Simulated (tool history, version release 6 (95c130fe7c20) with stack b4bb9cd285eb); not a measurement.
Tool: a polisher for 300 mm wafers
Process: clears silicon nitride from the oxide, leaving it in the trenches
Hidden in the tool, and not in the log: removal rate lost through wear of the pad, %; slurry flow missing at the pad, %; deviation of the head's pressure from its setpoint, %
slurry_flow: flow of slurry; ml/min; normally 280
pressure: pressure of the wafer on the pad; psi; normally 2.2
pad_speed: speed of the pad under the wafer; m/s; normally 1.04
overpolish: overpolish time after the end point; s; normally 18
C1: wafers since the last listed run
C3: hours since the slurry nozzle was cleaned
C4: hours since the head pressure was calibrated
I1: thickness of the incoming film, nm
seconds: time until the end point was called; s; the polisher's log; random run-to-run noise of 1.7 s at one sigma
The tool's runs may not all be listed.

{"run": 1, "hour": 0.0, "slurry_flow": 280, "pressure": 2.2, "pad_speed": 1.04, "overpolish": 18, "C1": 0, "wafers polished on this pad": 6323, "C3": 621.8, "C4": 171, "I1": 55.8, "seconds": 90.8}
{"run": 2, "hour": 36.7, "slurry_flow": 280, "pressure": 2.2, "pad_speed": 1.04, "overpolish": 18, "C1": 466, "wafers polished on this pad": 6790, "C3": 658.5, "C4": 207.7, "I1": 55, "seconds": 92.2}
{"run": 3, "hour": 83.5, "slurry_flow": 280, "pressure": 2.2, "pad_speed": 1.04, "overpolish": 18, "C1": 595, "wafers polished on this pad": 7386, "C3": 705.3, "C4": 254.5, "I1": 54.3, "seconds": 90.1}
{"hour": 95.1, "done": "slurry nozzle cleaned"}
{"run": 4, "hour": 147.3, "slurry_flow": 250, "pressure": 2.2, "pad_speed": 1.04, "overpolish": 18, "C1": 799, "wafers polished on this pad": 8185, "C3": 52.2, "C4": 318.3, "I1": 55, "seconds": 93.9}
{"hour": 210.5, "done": "worn pad replaced by a new one"}
{"run": 5, "hour": 211.0, "slurry_flow": 250, "pressure": 2.2, "pad_speed": 1.04, "overpolish": 18, "C1": 759, "wafers polished on this pad": 6, "C3": 115.9, "C4": 382, "I1": 54.6, "seconds": 99.6}
{"run": 6, "hour": 308.8, "slurry_flow": 250, "pressure": 2.2, "pad_speed": 1.04, "overpolish": 18, "C1": 1244, "wafers polished on this pad": 1251, "C3": 213.7, "C4": 479.8, "I1": 54.2, "seconds": 99.8}
{"run": 7, "hour": 378.0, "slurry_flow": 280, "pressure": 2.2, "pad_speed": 1.04, "overpolish": 18, "C1": 880, "wafers polished on this pad": 2131, "C3": 282.9, "C4": 549, "I1": 54.2, "seconds": 100.4}
{"run": 8, "hour": 422.2, "slurry_flow": 280, "pressure": 2.2, "pad_speed": 1.04, "overpolish": 18, "C1": 562, "wafers polished on this pad": 2694, "C3": 327.1, "C4": 593.2, "I1": 54, "seconds": 97.3}
{"run": 9, "hour": 492.4, "slurry_flow": 280, "pressure": 2.2, "pad_speed": 1.04, "overpolish": 18, "C1": 893, "wafers polished on this pad": 3587, "C3": 397.3, "C4": 663.4, "I1": 55, "seconds": 99.5}
{"run": 10, "hour": 539.8, "slurry_flow": 280, "pressure": 1.9, "pad_speed": 0.8, "overpolish": 18, "C1": 603, "wafers polished on this pad": 4190, "C3": 444.7, "C4": 710.8, "I1": 55.6, "seconds": 149.2}
{"run": 11, "hour": 629.9, "slurry_flow": 280, "pressure": 1.9, "pad_speed": 0.8, "overpolish": 18, "C1": 1146, "wafers polished on this pad": 5336, "C3": 534.8, "C4": 800.9, "I1": 54.5, "seconds": 147.6}
{"hour": 661.2, "done": "worn pad replaced by a new one, repeated, since the last time left the tool worse"}
{"run": 12, "hour": 687.7, "slurry_flow": 280, "pressure": 2.2, "pad_speed": 1.04, "overpolish": 18, "C1": 684, "wafers polished on this pad": 337, "C3": 592.6, "C4": 858.7, "I1": 55.2, "seconds": 87.3}
{"hour": 709.5, "done": "slurry nozzle cleaned"}
{"run": 13, "hour": 766.2, "slurry_flow": 280, "pressure": 2.2, "pad_speed": 1.04, "overpolish": 18, "C1": 986, "wafers polished on this pad": 1323, "C3": 56.7, "C4": 937.2, "I1": 54.9, "seconds": 85.6}
{"run": 14, "hour": 861.1, "slurry_flow": 280, "pressure": 2.2, "pad_speed": 1.04, "overpolish": 18, "C1": 1207, "wafers polished on this pad": 2530, "C3": 151.6, "C4": 1032.1, "I1": 54.2, "seconds": 85.5}
{"run": 15, "hour": 951.1, "slurry_flow": 280, "pressure": 2.6, "pad_speed": 1.04, "overpolish": 18, "C1": 1145, "wafers polished on this pad": 3675, "C3": 241.6, "C4": 1122.1, "I1": 54.1, "seconds": 74.7}
{"run": 16, "hour": 999.6, "slurry_flow": 350, "pressure": 2.7, "pad_speed": 1.04, "overpolish": 18, "C1": 617, "wafers polished on this pad": 4293, "C3": 290.1, "C4": 1170.6, "I1": 54.8, "seconds": 71.3}
{"hour": 1057.1, "done": "head pressure recalibrated"}
{"run": 17, "hour": 1093.2, "slurry_flow": 280, "pressure": 2.2, "pad_speed": 1.04, "overpolish": 22, "C1": 1165, "wafers polished on this pad": 5458, "C3": 383.7, "C4": 36.1, "I1": 55.2, "seconds": 91.7}
{"run": 18, "hour": 1187.2, "slurry_flow": 350, "pressure": 2.9, "pad_speed": 0.76, "overpolish": 24, "C1": 1196, "wafers polished on this pad": 6654, "C3": 477.7, "C4": 130.1, "I1": 55.1, "seconds": 88.8}
{"hour": 1236.8, "done": "worn pad replaced by a new one"}
{"run": 19, "hour": 1237.3, "slurry_flow": 280, "pressure": 2.2, "pad_speed": 1.04, "overpolish": 18, "C1": 586, "wafers polished on this pad": 6, "C3": 527.8, "C4": 180.2, "I1": 54.3, "seconds": 86.1}
{"hour": 1287.4, "done": "slurry nozzle cleaned"}
{"run": 20, "hour": 1328.3, "slurry_flow": 280, "pressure": 2.2, "pad_speed": 1.04, "overpolish": 18, "C1": 1145, "wafers polished on this pad": 1151, "C3": 40.9, "C4": 271.2, "I1": 54.5, "seconds": 87.6}
{"run": 21, "hour": 1394.7, "slurry_flow": 280, "pressure": 2.2, "pad_speed": 1.04, "overpolish": 18, "C1": 844, "wafers polished on this pad": 1996, "C3": 107.3, "C4": 337.6, "I1": 55.3, "seconds": 90}
{"run": 22, "hour": 1480.4, "slurry_flow": 280, "pressure": 2.4, "pad_speed": 1.04, "overpolish": 18, "C1": 1090, "wafers polished on this pad": 3086, "C3": 193, "C4": 423.3, "I1": 54.9, "seconds": 82.5}
{"run": 23, "hour": 1561.6, "slurry_flow": 220, "pressure": 2.2, "pad_speed": 1.04, "overpolish": 18, "C1": 1033, "wafers polished on this pad": 4120, "C3": 274.2, "C4": 504.5, "I1": 54.6, "seconds": 91.4}
{"run": 24, "hour": 1646.3, "slurry_flow": 235, "pressure": 2.2, "pad_speed": 1.04, "overpolish": 18, "C1": 1077, "wafers polished on this pad": 5197, "C3": 358.9, "C4": 589.2, "I1": 54.7, "seconds": 91.8}
{"run": 25, "hour": 1703.4, "slurry_flow": 280, "pressure": 2.2, "pad_speed": 1.04, "overpolish": 18, "C1": 726, "wafers polished on this pad": 5924, "C3": 416, "C4": 646.3, "I1": 54.3, "seconds": 92.2}
{"run": 26, "hour": 1783.5, "slurry_flow": 280, "pressure": 2.7, "pad_speed": 1.32, "overpolish": 9, "C1": 1019, "wafers polished on this pad": 6943, "C3": 496.1, "C4": 726.4, "I1": 55.5, "seconds": 62.8}
{"run": 27, "hour": 1825.8, "slurry_flow": 280, "pressure": 2.2, "pad_speed": 1.26, "overpolish": 28, "C1": 538, "wafers polished on this pad": 7481, "C3": 538.4, "C4": 768.7, "I1": 54.8, "seconds": 77.6}
{"run": 28, "hour": 1884.3, "slurry_flow": 280, "pressure": 2.2, "pad_speed": 1.04, "overpolish": 18, "C1": 744, "wafers polished on this pad": 8225, "C3": 596.9, "C4": 827.2, "I1": 55.7, "seconds": 95.3}
{"hour": 1940.3, "done": "worn pad replaced by a new one"}
{"hour": 1962.1, "done": "slurry nozzle cleaned"}
{"run": 29, "hour": 1972.9, "slurry_flow": 245, "pressure": 2.2, "pad_speed": 0.92, "overpolish": 18, "C1": 1063, "wafers polished on this pad": 402, "C3": 10.8, "C4": 915.8, "I1": 54.4, "seconds": 95.4}
{"run": 30, "hour": 2065.1, "slurry_flow": 280, "pressure": 2.2, "pad_speed": 1.04, "overpolish": 18, "C1": 1173, "wafers polished on this pad": 1575, "C3": 103, "C4": 1008, "I1": 55.1, "seconds": 87.1}
{"run": 31, "hour": 2148.8, "slurry_flow": 200, "pressure": 2.6, "pad_speed": 0.76, "overpolish": 26, "C1": 1064, "wafers polished on this pad": 2640, "C3": 186.7, "C4": 1091.7, "I1": 56.1, "seconds": 104.1}
{"hour": 2446.3, "done": "head pressure recalibrated"}
{"run": 32, "hour": 2464.0, "slurry_flow": 280, "pressure": 2.6, "pad_speed": 1.3, "overpolish": 27, "C1": 3984, "wafers polished on this pad": 6625, "C3": 501.9, "C4": 17.7, "I1": 55.9, "seconds": 63.8}
{"run": 33, "hour": 2593.6, "slurry_flow": 280, "pressure": 2.2, "pad_speed": 0.68, "overpolish": 11, "C1": 1648, "wafers polished on this pad": 8274, "C3": 631.5, "C4": 147.3, "I1": 55.1, "seconds": 133.1}
{"hour": 2604.5, "done": "worn pad replaced by a new one"}
{"run": 34, "hour": 2660.1, "slurry_flow": 185, "pressure": 2.2, "pad_speed": 1.04, "overpolish": 27, "C1": 795, "wafers polished on this pad": 706, "C3": 698, "C4": 213.8, "I1": 55, "seconds": 93.1}
{"hour": 2665.4, "done": "slurry nozzle cleaned"}
{"run": 35, "hour": 2778.6, "slurry_flow": 280, "pressure": 2.2, "pad_speed": 1.04, "overpolish": 18, "C1": 1495, "wafers polished on this pad": 2201, "C3": 113.2, "C4": 332.3, "I1": 54.4, "seconds": 88.8}

Consider 5 possible next runs. They are alternatives, not a sequence: every one starts from the tool as it was left by run 35. What does each give?
{"run": "A", "hour": 2779.0, "slurry_flow": 280, "pressure": 2.2, "pad_speed": 1.04, "overpolish": 18, "C1": 5, "wafers polished on this pad": 2206, "C3": 113.6, "C4": 332.7, "I1": 54.3, "seconds": "?"}
{"run": "B", "hour": 2779.0, "slurry_flow": 280, "pressure": 2.2, "pad_speed": 1.04, "overpolish": 27, "C1": 5, "wafers polished on this pad": 2206, "C3": 113.6, "C4": 332.7, "I1": 54.3, "seconds": "?"}
{"run": "C", "hour": 2779.0, "slurry_flow": 280, "pressure": 2.2, "pad_speed": 0.94, "overpolish": 18, "C1": 5, "wafers polished on this pad": 2206, "C3": 113.6, "C4": 332.7, "I1": 54.3, "seconds": "?"}
{"run": "D", "hour": 2779.0, "slurry_flow": 340, "pressure": 2.2, "pad_speed": 1.04, "overpolish": 9, "C1": 5, "wafers polished on this pad": 2206, "C3": 113.6, "C4": 332.7, "I1": 54.3, "seconds": "?"}
{"run": "E", "hour": 2779.0, "slurry_flow": 225, "pressure": 2.2, "pad_speed": 1.04, "overpolish": 18, "C1": 5, "wafers polished on this pad": 2206, "C3": 113.6, "C4": 332.7, "I1": 54.3, "seconds": "?"}

run=A seconds=88.5
run=B seconds=88.5
run=C seconds=96.7
run=D seconds=87
run=E seconds=90.6
Had the tool no hidden state, the same runs would have come out as:
run=A seconds=86.2
run=B seconds=86.2
run=C seconds=94.2
run=D seconds=84.8
run=E seconds=88.2
